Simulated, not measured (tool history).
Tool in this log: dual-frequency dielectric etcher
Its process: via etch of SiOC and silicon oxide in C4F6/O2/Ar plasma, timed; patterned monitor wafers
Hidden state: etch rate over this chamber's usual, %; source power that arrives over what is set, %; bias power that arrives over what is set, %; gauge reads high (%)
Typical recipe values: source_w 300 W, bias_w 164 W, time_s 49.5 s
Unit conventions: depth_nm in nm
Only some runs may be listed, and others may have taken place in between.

run	day	source_w	bias_w	time_s	wafers since the last listed run	hours since the last wet clean	hours since the last source power generator calibration	hours since the last bias power generator calibration	hours since the last upper electrode change	hours since the gauge calibration	read-back reference wafer on the same gauge, depth_nm	depth_nm
1	0.000	300	164	49.5	0	428.6	1053.8	1742.3	4127.7	509.6	49.92	49.60
# day 1.125: gauge calibrated
2	3.158	300	164	49.5	1095	504.4	1129.6	1818.1	4203.5	48.8	49.89	49.95
# day 4.796: wet clean of the chamber
3	4.817	300	164	49.5	228	0.5	1169.4	1857.9	4243.3	88.6	49.87	48.30
4	5.904	300	164	49.5	377	26.6	1195.5	1884.0	4269.4	114.7	49.88	48.40
5	7.071	300	164	49.5	404	54.6	1223.5	1912.0	4297.4	142.7	49.85	48.04
6	8.867	300	179	49.5	623	97.7	1266.6	1955.1	4340.5	185.8	49.90	49.96
7	10.812	300	164	49.5	675	144.4	1313.3	2001.8	4387.2	232.5	49.90	48.41
8	13.242	300	183	49.5	842	202.7	1371.6	2060.1	4445.5	290.8	49.91	50.97
# day 13.958: bias power generator calibrated
9	15.079	300	183	49.5	579	246.8	1415.7	26.9	4489.6	334.9	49.90	50.78
10	21.842	260	195	49.5	2346	409.1	1578.0	189.2	4651.9	497.2	49.87	49.68
# day 25.829: gauge calibrated
# day 26.138: wet clean of the chamber
11	26.158	300	139	37.5	1150	0.5	1681.6	292.8	4755.5	7.9	49.88	34.06
12	28.171	340	191	49.5	698	48.8	1729.9	341.1	4803.8	56.2	49.92	53.60
13	29.450	380	125	49.5	443	79.5	1760.6	371.8	4834.5	86.9	49.87	48.41
# day 31.558: upper electrode replaced
# day 31.562: source power generator calibrated
14	32.104	300	164	49.5	572	143.2	13.0	435.5	13.1	150.6	49.87	48.45
15	33.717	360	164	60.5	559	181.9	51.7	474.2	51.8	189.3	49.96	63.86
16	36.021	270	136	59.5	799	237.2	107.0	529.5	107.1	244.6	49.83	52.35
17	38.675	230	185	42.0	920	300.9	170.7	593.2	170.8	308.3	49.89	38.97
18	41.054	360	191	54.5	825	358.0	227.8	650.3	227.9	365.4	49.90	61.74

Alternative continuations, all from the tool just after run 18; predict every row:
A	41.071	300	164	49.5	5	358.4	228.2	650.7	228.3	365.8	?	?
B	41.071	240	128	38.0	5	358.4	228.2	650.7	228.3	365.8	?	?
C	41.071	260	189	57.0	5	358.4	228.2	650.7	228.3	365.8	?	?

run	read-back reference wafer on the same gauge, depth_nm	depth_nm
A	49.85	48.97
B	49.85	31.35
C	49.85	55.92
Had the tool no hidden state, the same runs would have come out as:
run	depth_nm
A	47.70
B	30.54
C	54.47
